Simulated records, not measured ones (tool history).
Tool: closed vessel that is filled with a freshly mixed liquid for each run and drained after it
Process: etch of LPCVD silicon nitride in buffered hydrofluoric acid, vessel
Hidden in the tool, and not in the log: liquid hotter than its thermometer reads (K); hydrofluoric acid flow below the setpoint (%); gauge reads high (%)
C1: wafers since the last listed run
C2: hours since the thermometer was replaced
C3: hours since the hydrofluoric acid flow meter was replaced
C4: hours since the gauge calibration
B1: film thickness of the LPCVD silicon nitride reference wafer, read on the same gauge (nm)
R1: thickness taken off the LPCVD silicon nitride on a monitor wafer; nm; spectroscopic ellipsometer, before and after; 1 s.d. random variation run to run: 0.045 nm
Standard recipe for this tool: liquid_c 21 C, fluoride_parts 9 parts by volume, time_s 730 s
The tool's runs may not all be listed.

Run 1, hour 0: usual settings; C1 0; C2 997.1; C3 1653.9; C4 1495.5; B1 119.99. Result: R1 9.16 nm.
Run 2, hour 27.4: usual settings; C1 1767; C2 1024.5; C3 1681.3; C4 1522.9; B1 120.01. Result: R1 9.19 nm.
Run 3, hour 67.4: usual settings; C1 2580; C2 1064.5; C3 1721.3; C4 1562.9; B1 119.99. Result: R1 9.3 nm.
At hour 77.8: hydrofluoric acid flow meter replaced.
At hour 114.3: thermometer replaced.
Run 4, hour 127: usual settings; C1 3716; C2 12.7; C3 49.2; C4 1622.5; B1 119.99. Result: R1 9.6 nm.
Run 5, hour 157.2: usual settings but time_s 620 s; C1 1948; C2 42.9; C3 79.4; C4 1652.7; B1 120. Result: R1 8.07 nm.
Run 6, hour 197.6: usual settings; C1 2606; C2 83.3; C3 119.8; C4 1693.1; B1 120.01. Result: R1 9.59 nm.
Run 7, hour 259.5: usual settings; C1 3993; C2 145.2; C3 181.7; C4 1755; B1 120. Result: R1 9.55 nm.
Run 8, hour 298.4: usual settings; C1 2509; C2 184.1; C3 220.6; C4 1793.9; B1 119.99. Result: R1 9.55 nm.
Run 9, hour 343.7: usual settings but liquid_c 24.5 C, fluoride_parts 5.5 parts by volume, time_s 980 s; C1 2922; C2 229.4; C3 265.9; C4 1839.2; B1 119.98. Result: R1 25.22 nm.
Run 10, hour 403.6: usual settings but liquid_c 18 C, time_s 1030 s; C1 3864; C2 289.3; C3 325.8; C4 1899.1; B1 120. Result: R1 11.42 nm.
Run 11, hour 461.3: usual settings; C1 3722; C2 347; C3 383.5; C4 1956.8; B1 120.02. Result: R1 9.56 nm.
Run 12, hour 525.7: usual settings but liquid_c 26 C, fluoride_parts 10 parts by volume, time_s 970 s; C1 4155; C2 411.4; C3 447.9; C4 2021.2; B1 119.99. Result: R1 15.35 nm.
Run 13, hour 587.7: usual settings but fluoride_parts 6.5 parts by volume, time_s 1055 s; C1 4000; C2 473.4; C3 509.9; C4 2083.2; B1 120.01. Result: R1 19.21 nm.
Run 14, hour 708.2: usual settings but liquid_c 26 C, fluoride_parts 7.5 parts by volume, time_s 1080 s; C1 7774; C2 593.9; C3 630.4; C4 2203.7; B1 120.03. Result: R1 22.11 nm.
Run 15, hour 759.4: usual settings but fluoride_parts 7 parts by volume; C1 3303; C2 645.1; C3 681.6; C4 2254.9; B1 120.02. Result: R1 12.2 nm.
Run 16, hour 789.8: usual settings but time_s 470 s; C1 1961; C2 675.5; C3 712; C4 2285.3; B1 120.01. Result: R1 6.11 nm.
Run 17, hour 831.2: usual settings but liquid_c 24 C, time_s 615 s; C1 2671; C2 716.9; C3 753.4; C4 2326.7; B1 119.97. Result: R1 9.42 nm.
Run 18, hour 871: usual settings but liquid_c 17 C, time_s 380 s; C1 2567; C2 756.7; C3 793.2; C4 2366.5; B1 120. Result: R1 3.94 nm.
Run 19, hour 905.8: usual settings but fluoride_parts 12.5 parts by volume; C1 2245; C2 791.5; C3 828; C4 2401.3; B1 119.97. Result: R1 7.06 nm.
At hour 905.9: gauge calibrated.
Run 20, hour 935.3: usual settings but fluoride_parts 12 parts by volume, time_s 360 s; C1 1903; C2 821; C3 857.5; C4 29.4; B1 120. Result: R1 3.59 nm.
Run 21, hour 993.4: usual settings but time_s 1125 s; C1 3748; C2 879.1; C3 915.6; C4 87.5; B1 119.97. Result: R1 14.57 nm.
Run 22, hour 1074.4: usual settings but fluoride_parts 10.5 parts by volume; C1 5226; C2 960.1; C3 996.6; C4 168.5; B1 120.01. Result: R1 8.26 nm.

Run 23 is up next; what results do you expect?
Run 23, hour 1140.9: usual settings but liquid_c 26 C, fluoride_parts 11 parts by volume; C1 4290; C2 1026.6; C3 1063.1; C4 235; B1 ?. Result: R1 ?.

Run 23 measured B1 120.01, R1 10.35 nm.
On a tool with no hidden condition, and with the same random variation, this run would have come out at R1 10.8 nm.

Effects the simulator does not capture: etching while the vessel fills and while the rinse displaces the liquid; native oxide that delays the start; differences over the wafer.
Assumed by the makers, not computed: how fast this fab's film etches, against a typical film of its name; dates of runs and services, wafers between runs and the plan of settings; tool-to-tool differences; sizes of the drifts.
